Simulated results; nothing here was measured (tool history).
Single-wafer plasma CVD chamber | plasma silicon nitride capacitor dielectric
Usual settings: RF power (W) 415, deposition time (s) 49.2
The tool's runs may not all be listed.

run	hour	RF power (W)	deposition time (s)	wafers since the last listed run	hours since the last RF generator calibration	hours since the showerhead was replaced	hours since the gauge calibration	read-back reference wafer on the same gauge, thickness_nm	mean film thickness on the monitor wafer (Å)
1	0.0	455	44.3	0	566.6	3806.7	879.7	82.753	711.65
2	181.1	455	44.3	3362	747.7	3987.8	1060.8	82.903	702.14
3	205.4	455	44.3	451	772.0	4012.1	1085.1	82.921	707.11
4	265.2	415	49.2	1110	831.8	4071.9	1144.9	82.951	767.79
5	313.0	415	49.2	887	879.6	4119.7	1192.7	82.844	767.04
6	520.0	415	49.2	3842	1086.6	4326.7	1399.7	83.039	769.10
7	583.0	480	52.7	1169	1149.6	4389.7	1462.7	83.214	862.42
8	629.5	480	52.7	863	1196.1	4436.2	1509.2	83.096	864.05
9	665.4	480	52.7	666	1232.0	4472.1	1545.1	83.307	867.10
10	698.9	415	49.2	621	1265.5	4505.6	1578.6	83.327	766.18
11	765.0	415	49.2	1227	1331.6	4571.7	1644.7	83.442	763.96
12	826.8	415	49.2	1147	1393.4	4633.5	1706.5	83.377	767.96
13	881.0	460	49.2	1006	1447.6	4687.7	1760.7	83.511	796.50
14	906.9	460	49.2	480	1473.5	4713.6	1786.6	83.487	796.29
15	941.4	415	49.2	640	1508.0	4748.1	1821.1	83.663	769.54
16	975.2	415	49.2	627	1541.8	4781.9	1854.9	83.791	768.71
17	1029.9	375	45.3	1015	1596.5	4836.6	1909.6	83.675	686.55
18	1054.1	375	45.3	449	1620.7	4860.8	1933.8	83.888	685.07
19	1116.4	415	49.2	1156	1683.0	4923.1	1996.1	83.922	775.62
20	1174.4	480	52.7	1076	1741.0	4981.1	2054.1	84.027	875.98
21	1237.2	480	52.3	1165	1803.8	5043.9	2116.9	83.944	868.80
22	1284.3	415	49.2	874	1850.9	5091.0	2164.0	84.199	776.42
23	1339.9	470	49.2	1032	1906.5	5146.6	2219.6	84.404	811.12
24	1368.5	385	56.5	530	1935.1	5175.2	2248.2	84.319	862.99
25	1430.2	490	49.2	1145	1996.8	5236.9	2309.9	84.391	822.62
# hour 1457.7: showerhead replaced
26	1497.5	345	52.7	1100	2064.1	39.8	2377.2	84.550	782.31
# hour 1549.5: RF generator calibrated
27	1550.0	490	43.7	826	0.5	92.3	2429.7	84.616	733.60
# hour 1553.6: gauge calibrated
28	1607.7	375	45.3	1071	58.2	150.0	54.1	81.518	665.11
29	1643.6	380	57.1	666	94.1	185.9	90.0	81.409	839.88
30	1692.0	480	52.7	898	142.5	234.3	138.4	81.461	836.15
31	1749.8	415	49.2	1073	200.3	292.1	196.2	81.423	753.72
32	1775.2	375	53.2	471	225.7	317.5	221.6	81.363	782.99
33	1819.3	355	45.3	818	269.8	361.6	265.7	81.534	653.04
34	1859.2	380	39.6	740	309.7	401.5	305.6	81.530	589.63
35	1922.7	470	56.9	1178	373.2	465.0	369.1	81.388	907.33
36	1984.3	485	57.5	1143	434.8	526.6	430.7	81.379	922.34
37	2048.1	415	43.6	1184	498.6	590.4	494.5	81.455	667.76
38	2105.2	415	49.2	1060	555.7	647.5	551.6	81.399	750.26

Some steps in mean film thickness on the monitor wafer (Å) between neighbouring runs. How much of each would the tool show without its hidden state too (settings, what came in, random variation), and how much is left for the hidden state, with any gauge scatter that isn't in both results?
The hidden state here: delivered RF power above the setpoint (%); gauge reads high (%).
Run 18 -> 19: RF power (W) 375 -> 415, deposition time (s) 45.3 -> 49.2. mean film thickness on the monitor wafer (Å) +90.55: hidden state +2.90, all else +87.65.
Run 19 -> 20: RF power (W) 415 -> 480, deposition time (s) 49.2 -> 52.7. mean film thickness on the monitor wafer (Å) +100.36: hidden state +3.29, all else +97.07.
Run 27 -> 28: RF power (W) 490 -> 375, deposition time (s) 43.7 -> 45.3, gauge calibrated. mean film thickness on the monitor wafer (Å) -68.49: hidden state -27.63, all else -40.86.
Run 28 -> 29: RF power (W) 375 -> 380, deposition time (s) 45.3 -> 57.1. mean film thickness on the monitor wafer (Å) +174.77: hidden state -1.04, all else +175.81.
Run 34 -> 35: RF power (W) 380 -> 470, deposition time (s) 39.6 -> 56.9. mean film thickness on the monitor wafer (Å) +317.70: hidden state -1.61, all else +319.31.
Run 36 -> 37: RF power (W) 485 -> 415, deposition time (s) 57.5 -> 43.6. mean film thickness on the monitor wafer (Å) -254.58: hidden state +1.51, all else -256.09.
